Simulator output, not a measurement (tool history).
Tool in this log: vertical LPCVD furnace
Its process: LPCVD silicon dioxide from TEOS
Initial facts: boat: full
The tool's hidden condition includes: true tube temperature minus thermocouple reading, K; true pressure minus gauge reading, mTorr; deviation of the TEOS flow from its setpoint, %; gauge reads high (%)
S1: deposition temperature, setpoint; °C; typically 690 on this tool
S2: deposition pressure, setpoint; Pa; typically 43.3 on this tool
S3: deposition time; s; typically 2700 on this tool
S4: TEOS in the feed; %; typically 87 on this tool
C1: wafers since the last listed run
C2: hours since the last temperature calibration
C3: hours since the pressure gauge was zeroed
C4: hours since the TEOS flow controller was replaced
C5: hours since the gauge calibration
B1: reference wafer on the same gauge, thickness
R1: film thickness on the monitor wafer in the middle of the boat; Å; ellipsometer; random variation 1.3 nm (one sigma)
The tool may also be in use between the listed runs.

run    hour   S1    S2    S3  S4    C1      C2      C3      C4     C5      B1      R1
  1     0.0  694  43.3  2700  87     0  1307.8  3465.9  5008.3  781.5  259.99  3730.7
        7.7  -- gauge calibrated
  2    66.5  694  43.3  2700  87   944  1374.3  3532.4  5074.8   58.8  260.25  3754.3
  3   124.6  694  43.3  2700  87   825  1432.4  3590.5  5132.9  116.9  259.92  3758.8
  4   430.2  690  48.0  3330  87  4341  1738.0  3896.1  5438.5  422.5  259.97  4487.1
      522.7  -- thermocouples replaced and temperature profile calibrated
  5   524.4  690  43.3  2700  78   997     1.7  3990.3  5532.7  516.7  259.85  3051.9
  6   611.5  690  43.3  2700  87  1237    88.8  4077.4  5619.8  603.8  260.02  3227.0
  7   668.1  690  43.3  2700  87   804   145.4  4134.0  5676.4  660.4  259.91  3228.7
      764.1  -- TEOS flow controller replaced
  8   764.6  690  43.3  2700  87  1029   241.9  4230.5     0.5  756.9  260.01  3274.9
  9   790.9  690  43.3  2700  70   373   268.2  4256.8    26.8  783.2  259.59  2920.2
      818.2  -- gauge calibrated
 10   828.7  690  43.3  2700  87   536   306.0  4294.6    64.6   10.5  259.98  3270.8
      887.6  -- pressure gauge zeroed
 11   899.8  694  43.3  2700  75   669   377.1    12.2   135.7   81.6  259.70  3342.1
 12  1005.6  690  53.3  1680  87  1502   482.9   118.0   241.5  187.4  259.71  2263.9
 13  1100.2  690  43.3  2700  97  1343   577.5   212.6   336.1  282.0  259.93  3509.1
 14  1205.9  679  52.0  2700  87  1501   683.2   318.3   441.8  387.7  259.68  2810.8

Alternative continuations, all from the tool just after run 14; predict every row:
  A  1211.2  690  54.0  2700  87  75  688.5  323.6  447.1  393.0   ?   ?
  B  1211.2  690  43.3  2340  74  75  688.5  323.6  447.1  393.0   ?   ?
  C  1211.2  683  46.7  2100  97  75  688.5  323.6  447.1  393.0   ?   ?
  D  1211.2  690  43.3  2130  87  75  688.5  323.6  447.1  393.0   ?   ?

run      B1      R1
  A  260.04  3712.8
  B  260.04  2658.4
  C  260.04  2398.9
  D  260.04  2623.8
Stripped of hidden state, with their random variation kept, the same runs would have yielded:
run      R1
  A  3566.1
  B  2553.4
  C  2302.7
  D  2520.1

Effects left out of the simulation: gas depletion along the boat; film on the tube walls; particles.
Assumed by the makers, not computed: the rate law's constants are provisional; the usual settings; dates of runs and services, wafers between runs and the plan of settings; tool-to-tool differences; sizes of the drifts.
